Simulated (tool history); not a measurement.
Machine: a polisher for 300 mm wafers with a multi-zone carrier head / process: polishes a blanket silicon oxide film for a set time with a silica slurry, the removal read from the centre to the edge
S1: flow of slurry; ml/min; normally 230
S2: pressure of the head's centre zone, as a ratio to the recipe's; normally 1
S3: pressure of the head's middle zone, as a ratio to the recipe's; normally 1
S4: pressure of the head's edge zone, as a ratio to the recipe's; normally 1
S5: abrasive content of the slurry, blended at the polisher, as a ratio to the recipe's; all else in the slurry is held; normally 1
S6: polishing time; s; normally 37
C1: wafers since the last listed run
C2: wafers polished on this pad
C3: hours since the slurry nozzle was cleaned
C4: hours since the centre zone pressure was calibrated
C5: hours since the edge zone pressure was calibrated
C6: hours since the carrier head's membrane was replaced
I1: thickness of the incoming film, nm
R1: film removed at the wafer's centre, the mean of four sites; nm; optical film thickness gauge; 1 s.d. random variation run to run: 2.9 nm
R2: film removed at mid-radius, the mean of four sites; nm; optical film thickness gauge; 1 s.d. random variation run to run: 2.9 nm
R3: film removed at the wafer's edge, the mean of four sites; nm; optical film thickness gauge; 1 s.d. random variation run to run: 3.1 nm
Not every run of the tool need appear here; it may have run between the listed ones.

run	hour	S1	S2	S3	S4	S5	S6	C1	C2	C3	C4	C5	C6	I1	R1	R2	R3
1	0	230	0.96	1	1	1	37	0	795	186.1	1636.8	802.5	420	1604.4	207.5	209	207.9
# hour 65.2: centre zone pressure recalibrated
2	97.1	230	1.08	1	1	1	37	1498	2294	283.2	31.9	899.6	517.1	1622.6	238	213.6	216.7
# hour 133.2: worn pad replaced by a new one
3	133.7	230	1.08	1	1	1	37	513	7	319.8	68.5	936.2	553.7	1601.2	235.5	214.2	209.6
4	146.6	230	1	1	0.96	1	37	203	211	332.7	81.4	949.1	566.6	1607.9	219.7	214.7	207.3
# hour 182.3: edge zone pressure recalibrated
5	190.3	230	1	1	0.96	1	37	657	868	376.4	125.1	8	610.3	1651.4	215.4	211.9	210.5
6	209	230	1	1	0.96	1	37	294	1163	395.1	143.8	26.7	629	1620.2	217.1	214.4	211.3
7	223.6	230	1.06	1	1	1	37	230	1393	409.7	158.4	41.3	643.6	1641.2	228.9	215.8	207.2
8	242.4	265	1	1	1.08	1	30	296	1689	428.5	177.2	60.1	662.4	1587.6	177.8	172.2	184.2
9	265.6	230	0.9	1	1	1.25	37	365	2055	451.7	200.4	83.3	685.6	1607.3	205.1	226.2	225.4
# hour 287.2: worn pad replaced by a new one
10	300.1	230	1	1	1	1	37	480	203	486.2	234.9	117.8	720.1	1630.7	216.2	210.7	214.3
# hour 308.2: carrier head's membrane replaced by a new one
# hour 333.9: slurry nozzle cleaned
11	334.3	230	1.1	1.11	1	0.75	37	444	647	0.4	269.1	152	26.1	1610.7	221.6	215.3	192.8
12	365.9	270	1	1	1	1.1	25	498	1145	32	300.7	183.6	57.7	1630.4	154.7	151.4	146.2
13	389.5	230	1	1	1	1	37	371	1517	55.6	324.3	207.2	81.3	1611.4	215.5	211.6	214.6
14	421.5	230	1	1	1	1	37	504	2022	87.6	356.3	239.2	113.3	1620.3	211.3	209.7	212.6
15	450	230	1	1	1.09	1	37	449	2471	116.1	384.8	267.7	141.8	1634.9	213.4	211.2	226.2
# hour 465.5: worn pad replaced by a new one
16	482.7	230	1	1	0.9	1	37	452	271	148.8	417.5	300.4	174.5	1605.6	215.9	205.7	204.6
17	501.6	270	1	0.93	1.12	0.9	37	297	569	167.7	436.4	319.3	193.4	1616.1	214.4	199.3	222.2
18	556.4	230	1	1	1.11	1.15	42	863	1433	222.5	491.2	374.1	248.2	1592.8	253.7	244.1	268.6
19	581.4	230	1	0.95	1	1	37	394	1827	247.5	516.2	399.1	273.2	1592.4	216.2	204.6	213.6
20	614.8	230	1	1	1	1	26	526	2353	280.9	549.6	432.5	306.6	1633	151.9	150.9	145.4
21	635	275	1	1	1	1.2	37	318	2672	301.1	569.8	452.7	326.8	1599.8	234.2	227.6	225.7
# hour 643: worn pad replaced by a new one
22	650.9	230	1	1	0.96	1	30	187	125	317	585.7	468.6	342.7	1612.3	176	169.1	172.9

Alternative continuations, all from the tool just after run 22; predict every row:
A	651.3	230	1	1	1	1	37	6	131	317.4	586.1	469	343.1	1599.7	?	?	?
B	651.3	255	0.93	1	1	1	37	6	131	317.4	586.1	469	343.1	1599.7	?	?	?
C	651.3	230	0.89	0.9	1.04	1.1	37	6	131	317.4	586.1	469	343.1	1599.7	?	?	?

run	R1	R2	R3
A	215.7	210.5	209
B	203.1	213	210.8
C	196.9	198.1	219.2
Without the tool's hidden state the same runs would have given:
run	R1	R2	R3
A	215.7	210.5	209
B	203.1	213	210.8
C	196.9	198.1	219.2
